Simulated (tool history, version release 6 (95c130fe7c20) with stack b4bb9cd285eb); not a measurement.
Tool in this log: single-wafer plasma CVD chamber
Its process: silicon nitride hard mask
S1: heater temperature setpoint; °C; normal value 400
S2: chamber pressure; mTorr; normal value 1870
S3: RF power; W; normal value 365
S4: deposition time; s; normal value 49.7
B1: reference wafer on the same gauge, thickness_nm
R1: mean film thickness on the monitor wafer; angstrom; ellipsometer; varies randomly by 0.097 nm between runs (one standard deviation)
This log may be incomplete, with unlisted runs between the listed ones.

run 1 day=0 | S1=400 S2=1500 S3=365 S4=49.7 | B1=60.705 | R1=578.2
run 2 day=0.362 | S1=400 S2=1500 S3=365 S4=49.7 | B1=60.663 | R1=577.18
run 3 day=0.967 | S1=400 S2=1870 S3=365 S4=49.7 | B1=60.658 | R1=614.79
-- day=1.754 gauge calibrated
run 4 day=2.804 | S1=400 S2=1870 S3=365 S4=49.7 | B1=60.701 | R1=612.36
run 5 day=3.212 | S1=400 S2=1870 S3=365 S4=49.7 | B1=60.698 | R1=612.62
run 6 day=3.912 | S1=400 S2=1870 S3=365 S4=49.7 | B1=60.704 | R1=610.58
run 7 day=4.5 | S1=400 S2=1870 S3=365 S4=49.7 | B1=60.704 | R1=611.46
run 8 day=4.8 | S1=395 S2=1870 S3=365 S4=49.7 | B1=60.716 | R1=612.12
run 9 day=5.433 | S1=400 S2=1870 S3=365 S4=49.7 | B1=60.699 | R1=611.33
run 10 day=6.179 | S1=400 S2=1870 S3=365 S4=49.7 | B1=60.708 | R1=610
run 11 day=6.842 | S1=400 S2=1870 S3=365 S4=49.7 | B1=60.712 | R1=611.42
-- day=7.212 capacitance manometer re-zeroed and calibrated
run 12 day=7.233 | S1=400 S2=1870 S3=365 S4=49.7 | B1=60.714 | R1=623.23
-- day=7.938 showerhead replaced
run 13 day=7.958 | S1=400 S2=1870 S3=365 S4=49.7 | B1=60.699 | R1=623.24
run 14 day=8.346 | S1=395 S2=1660 S3=300 S4=49.7 | B1=60.721 | R1=551.45
-- day=8.975 RF generator calibrated
run 15 day=8.996 | S1=400 S2=1580 S3=365 S4=39.9 | B1=60.704 | R1=494.95
run 16 day=9.179 | S1=400 S2=1870 S3=365 S4=49.7 | B1=60.704 | R1=645.84
-- day=9.308 gauge calibrated
-- day=9.85 thermocouple changed; heater temperature recalibrated
run 17 day=9.871 | S1=400 S2=1870 S3=365 S4=49.7 | B1=60.697 | R1=644.41
run 18 day=10.404 | S1=414 S2=1870 S3=365 S4=49.7 | B1=60.679 | R1=641.32
run 19 day=10.908 | S1=400 S2=1870 S3=365 S4=55.4 | B1=60.67 | R1=718.14
run 20 day=11.346 | S1=400 S2=1420 S3=430 S4=44.1 | B1=60.675 | R1=567.51
run 21 day=12.05 | S1=400 S2=1740 S3=365 S4=49.7 | B1=60.687 | R1=631.14
run 22 day=12.508 | S1=405 S2=1870 S3=365 S4=49.7 | B1=60.713 | R1=643.99
run 23 day=12.908 | S1=400 S2=1870 S3=365 S4=49.7 | B1=60.698 | R1=642.84
run 24 day=13.4 | S1=400 S2=1870 S3=365 S4=59.3 | B1=60.707 | R1=767.44
run 25 day=14.675 | S1=394 S2=2170 S3=405 S4=49.7 | B1=60.701 | R1=702.12
run 26 day=15.042 | S1=388 S2=1650 S3=325 S4=49.7 | B1=60.693 | R1=593.16
run 27 day=15.458 | S1=400 S2=2260 S3=365 S4=46.6 | B1=60.698 | R1=633

A few steps of R1 between consecutive runs. Split each: what settings, incoming material and random variation would produce without the hidden state, and what is left over for the hidden state, along with gauge scatter present in only one of the two compared results (measured, and without hidden state):
The tool's hidden condition here consists of: wafer temperature above the value expected at the setpoint (K); delivered RF power above the setpoint (%); true pressure above the setpoint (%); gauge reads high (%).
Run 11 -> 12: capacitance manometer re-zeroed and calibrated. R1 +11.81 angstrom: hidden state +12.19, all else -0.38.
Run 14 -> 15: S1 395 -> 400, S2 1660 -> 1580, S3 300 -> 365, S4 49.7 -> 39.9, RF generator calibrated. R1 -56.5 angstrom: hidden state +22.3, all else -78.8.
Run 15 -> 16: S2 1580 -> 1870, S4 39.9 -> 49.7. R1 +150.89 angstrom: hidden state -0.6, all else +151.49.
Run 19 -> 20: S2 1870 -> 1420, S3 365 -> 430, S4 55.4 -> 44.1. R1 -150.63 angstrom: hidden state +0.68, all else -151.31.

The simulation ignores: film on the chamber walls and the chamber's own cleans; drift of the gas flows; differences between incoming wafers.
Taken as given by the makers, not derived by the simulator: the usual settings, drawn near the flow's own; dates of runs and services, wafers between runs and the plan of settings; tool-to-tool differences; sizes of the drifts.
